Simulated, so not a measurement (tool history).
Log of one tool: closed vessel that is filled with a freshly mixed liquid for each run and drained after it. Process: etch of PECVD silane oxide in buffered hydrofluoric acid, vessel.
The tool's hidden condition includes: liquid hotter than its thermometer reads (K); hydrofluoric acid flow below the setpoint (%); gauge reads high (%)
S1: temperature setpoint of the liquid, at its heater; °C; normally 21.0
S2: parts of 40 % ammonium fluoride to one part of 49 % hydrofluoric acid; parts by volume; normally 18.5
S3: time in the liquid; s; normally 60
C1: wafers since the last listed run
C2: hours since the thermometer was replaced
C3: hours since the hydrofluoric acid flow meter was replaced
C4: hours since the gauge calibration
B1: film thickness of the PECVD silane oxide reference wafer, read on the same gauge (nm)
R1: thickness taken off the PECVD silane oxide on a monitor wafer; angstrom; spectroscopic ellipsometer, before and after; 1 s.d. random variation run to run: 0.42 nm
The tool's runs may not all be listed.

run	hour	S1	S2	S3	C1	C2	C3	C4	B1	R1
1	0.0	19.0	18.5	85	0	1078.0	680.5	465.5	39.99	693.3
2	21.7	19.0	18.5	85	2264	1099.7	702.2	487.2	40.00	684.2
3	41.2	21.0	22.5	60	2035	1119.2	721.7	506.7	39.98	463.5
4	53.8	21.0	22.5	60	1314	1131.8	734.3	519.3	40.00	466.5
5	79.3	21.0	22.5	60	2661	1157.3	759.8	544.8	40.00	465.9
6	104.5	21.0	18.5	60	2629	1182.5	785.0	570.0	39.94	533.5
7	131.7	19.0	22.5	60	2838	1209.7	812.2	597.2	40.02	414.5
8	155.5	21.0	18.5	60	2483	1233.5	836.0	621.0	40.02	540.3
9	191.9	21.0	22.0	35	3798	1269.9	872.4	657.4	40.02	278.1
10	206.8	21.0	22.0	35	1554	1284.8	887.3	672.3	40.01	272.4
11	225.7	24.5	18.5	60	1972	1303.7	906.2	691.2	39.98	655.7
12	244.6	25.5	18.5	60	1972	1322.6	925.1	710.1	39.97	676.9
13	278.2	21.0	18.5	75	3506	1356.2	958.7	743.7	40.00	671.1
# hour 287.1: gauge calibrated
14	306.0	18.0	18.5	60	2901	1384.0	986.5	18.9	40.02	452.3
15	330.9	21.0	15.0	45	2598	1408.9	1011.4	43.8	39.98	495.7
16	347.1	21.0	18.5	60	1690	1425.1	1027.6	60.0	40.03	533.5
17	362.6	24.5	15.5	95	1617	1440.6	1043.1	75.5	39.97	1219.7
18	383.3	24.0	15.5	85	2160	1461.3	1063.8	96.2	40.01	1058.8
19	409.3	21.0	18.5	75	2713	1487.3	1089.8	122.2	40.01	671.9
20	423.9	21.0	18.5	45	1523	1501.9	1104.4	136.8	40.06	401.3
21	456.7	24.0	24.5	80	3423	1534.7	1137.2	169.6	40.00	683.9
# hour 458.5: hydrofluoric acid flow meter replaced
22	471.4	17.0	12.5	95	1429	1549.4	12.9	184.3	39.99	1024.6
23	498.6	18.0	18.5	60	2838	1576.6	40.1	211.5	40.01	462.6
24	521.6	17.0	14.5	60	2400	1599.6	63.1	234.5	40.02	559.6
# hour 593.5: thermometer replaced
25	600.8	21.0	18.5	40	8161	7.3	142.3	313.7	40.00	372.8
26	622.8	21.0	18.5	60	2295	29.3	164.3	335.7	40.02	560.6
27	648.1	21.0	18.5	60	2640	54.6	189.6	361.0	40.00	557.1
28	675.4	22.5	18.5	60	2849	81.9	216.9	388.3	40.01	594.0
29	695.2	21.0	18.5	85	2066	101.7	236.7	408.1	39.98	785.1
30	720.9	21.0	25.0	60	2682	127.4	262.4	433.8	39.98	437.1
31	754.0	24.0	22.5	85	3454	160.5	295.5	466.9	39.98	778.7
32	781.2	21.0	18.5	60	2838	187.7	322.7	494.1	39.98	551.0
33	814.9	21.0	18.5	60	3516	221.4	356.4	527.8	39.99	548.9

Predict each of these 4 candidate next runs independently; none follows another, all start after run 33:
A	815.6	21.0	25.5	60	73	222.1	357.1	528.5	?	?
B	815.6	25.0	18.5	60	73	222.1	357.1	528.5	?	?
C	815.6	19.0	15.0	85	73	222.1	357.1	528.5	?	?
D	815.6	21.0	16.0	30	73	222.1	357.1	528.5	?	?

run	B1	R1
A	40.05	434.6
B	40.05	689.3
C	40.05	861.1
D	40.05	319.1
Had the tool no hidden state, the same runs would have come out as:
run	R1
A	438.4
B	697.8
C	871.8
D	323.0
